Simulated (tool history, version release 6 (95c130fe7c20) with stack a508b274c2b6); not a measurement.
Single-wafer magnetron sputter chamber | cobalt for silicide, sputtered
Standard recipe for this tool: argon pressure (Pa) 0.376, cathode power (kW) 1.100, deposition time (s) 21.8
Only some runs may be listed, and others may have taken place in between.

run      day  argon pressure (Pa)  cathode power (kW)  deposition time (s)  wafers since the last listed run  wafers on the sputter target  hours since the last manometer calibration  hours since the magnet pack was replaced  hours since the gauge calibration  read-back reference wafer on the same gauge, thickness_nm  mean film thickness on the monitor wafer (Å)
  1    0.000                0.376               1.100                 21.8                                 0                          1931                                       341.9                                    5824.5                             3128.4                                                     12.098                                        112.24
  2    4.392                0.292               1.100                 21.8                              1565                          3497                                       447.3                                    5929.9                             3233.8                                                     12.100                                        115.46
  3    8.708                0.292               1.100                 21.8                              1539                          5036                                       550.9                                    6033.5                             3337.4                                                     12.086                                        115.93
  4   14.683                0.292               1.100                 21.8                              2130                          7166                                       694.3                                    6176.9                             3480.8                                                     12.132                                        115.43
  5   16.575                0.376               1.250                 21.8                               674                          7841                                       739.7                                    6222.3                             3526.2                                                     12.103                                        124.88
  6   19.079                0.376               1.250                 21.8                               892                          8733                                       799.8                                    6282.4                             3586.3                                                     12.117                                        125.28
  7   22.233                0.376               1.250                 21.8                              1124                          9858                                       875.5                                    6358.1                             3662.0                                                     12.092                                        124.61
      25.538  -- sputter target and shields replaced
  8   33.529                0.376               1.250                 24.6                              3908                          2850                                      1146.6                                    6629.2                             3933.1                                                     12.114                                        140.02
  9   37.992                0.376               1.250                 24.6                              1591                          4441                                      1253.7                                    6736.3                             4040.2                                                     12.105                                        141.14
 10   40.054                0.376               1.100                 22.7                               735                          5176                                      1303.2                                    6785.8                             4089.7                                                     12.103                                        117.55
 11   48.033                0.298               1.100                 21.8                              2845                          8021                                      1494.7                                    6977.3                             4281.2                                                     12.106                                        115.83
      51.642  -- gauge calibrated
 12   52.067                0.298               1.100                 21.8                              1438                          9459                                      1591.5                                    7074.1                               10.2                                                     12.118                                        115.55
 13   54.012                0.376               1.100                 24.9                               693                         10153                                      1638.2                                    7120.8                               56.9                                                     12.069                                        128.10
 14   57.458                0.450               0.950                 23.3                              1228                         11382                                      1720.9                                    7203.5                              139.6                                                     12.081                                        104.12
 15   60.529                0.517               1.100                 21.8                              1094                         12477                                      1794.6                                    7277.2                              213.3                                                     12.117                                        107.73
      62.354  -- sputter target and shields replaced
 16   63.971                0.332               0.850                 23.2                              1108                           576                                      1877.2                                    7359.8                              295.9                                                     12.081                                         98.97
 17   66.571                0.268               1.100                 21.8                               927                          1503                                      1939.6                                    7422.2                              358.3                                                     12.102                                        115.88
      69.558  -- capacitance manometer re-zeroed and calibrated
 18   70.588                0.376               1.150                 19.3                              1313                          2816                                        24.7                                    7518.6                              454.7                                                     12.108                                        102.45
 19   74.067                0.510               0.850                 21.8                              1240                          4057                                       108.2                                    7602.1                              538.2                                                     12.087                                         88.83
 20   77.538                0.333               1.350                 21.8                              1237                          5294                                       191.5                                    7685.4                              621.5                                                     12.103                                        133.23
 21   81.217                0.524               1.300                 18.6                              1311                          6606                                       279.8                                    7773.7                              709.8                                                     12.110                                        105.33
 22   85.450                0.376               1.100                 21.8                              1509                          8116                                       381.4                                    7875.3                              811.4                                                     12.100                                        112.16
      88.171  -- magnet pack replaced
 23   89.762                0.468               1.100                 21.8                              1418                          9534                                       484.9                                      38.2                              914.9                                                     12.084                                        108.64
 24   92.979                0.499               0.950                 24.5                              1146                         10681                                       562.1                                     115.4                              992.1                                                     12.075                                        108.17
 25   95.283                0.236               0.850                 18.3                               821                         11503                                       617.4                                     170.7                             1047.4                                                     12.111                                         81.19
      98.433  -- sputter target and shields replaced
 26   98.733                0.305               1.200                 26.0                              1111                           106                                       700.2                                     253.5                             1130.2                                                     12.101                                        146.84
 27  100.588                0.429               1.200                 19.3                               661                           767                                       744.7                                     298.0                             1174.7                                                     12.077                                        103.88
 28  109.538                0.235               1.300                 23.3                              3191                          3958                                       959.5                                     512.8                             1389.5                                                     12.099                                        142.61
 29  113.200                0.376               1.100                 21.8                              1305                          5264                                      1047.4                                     600.7                             1477.4                                                     12.104                                        111.38
 30  115.292                0.242               1.400                 18.2                               745                          6010                                      1097.6                                     650.9                             1527.6                                                     12.095                                        118.68
 31  117.879                0.376               1.100                 24.8                               922                          6932                                      1159.7                                     713.0                             1589.7                                                     12.107                                        127.44
 32  119.788                0.376               1.100                 23.2                               680                          7613                                      1205.5                                     758.8                             1635.5                                                     12.104                                        120.50
 33  123.475                0.332               0.850                 23.2                              1314                          8928                                      1294.0                                     847.3                             1724.0                                                     12.090                                         99.87
 34  125.354                0.292               1.100                 21.8                               670                          9598                                      1339.1                                     892.4                             1769.1                                                     12.093                                        115.79
 35  129.242                0.514               1.000                 19.6                              1386                         10984                                      1432.4                                     985.7                             1862.4                                                     12.112                                         89.66

Alternative continuations, all from the tool just after run 35; predict every row:
  A  129.258                0.376               1.100                 21.8                                 5                         10990                                      1432.8                                     986.1                             1862.8                                                          ?                                             ?
  B  129.258                0.376               0.950                 23.0                                 5                         10990                                      1432.8                                     986.1                             1862.8                                                          ?                                             ?
  C  129.258                0.273               1.100                 21.8                                 5                         10990                                      1432.8                                     986.1                             1862.8                                                          ?                                             ?
  D  129.258                0.376               1.000                 21.8                                 5                         10990                                      1432.8                                     986.1                             1862.8                                                          ?                                             ?

run  read-back reference wafer on the same gauge, thickness_nm  mean film thickness on the monitor wafer (Å)
  A                                                     12.120                                        112.14
  B                                                     12.120                                        105.56
  C                                                     12.120                                        115.72
  D                                                     12.120                                        104.08
Stripped of hidden state, with their random variation kept, the same runs would have yielded:
run  mean film thickness on the monitor wafer (Å)
  A                                        112.14
  B                                        105.56
  C                                        115.72
  D                                        104.08

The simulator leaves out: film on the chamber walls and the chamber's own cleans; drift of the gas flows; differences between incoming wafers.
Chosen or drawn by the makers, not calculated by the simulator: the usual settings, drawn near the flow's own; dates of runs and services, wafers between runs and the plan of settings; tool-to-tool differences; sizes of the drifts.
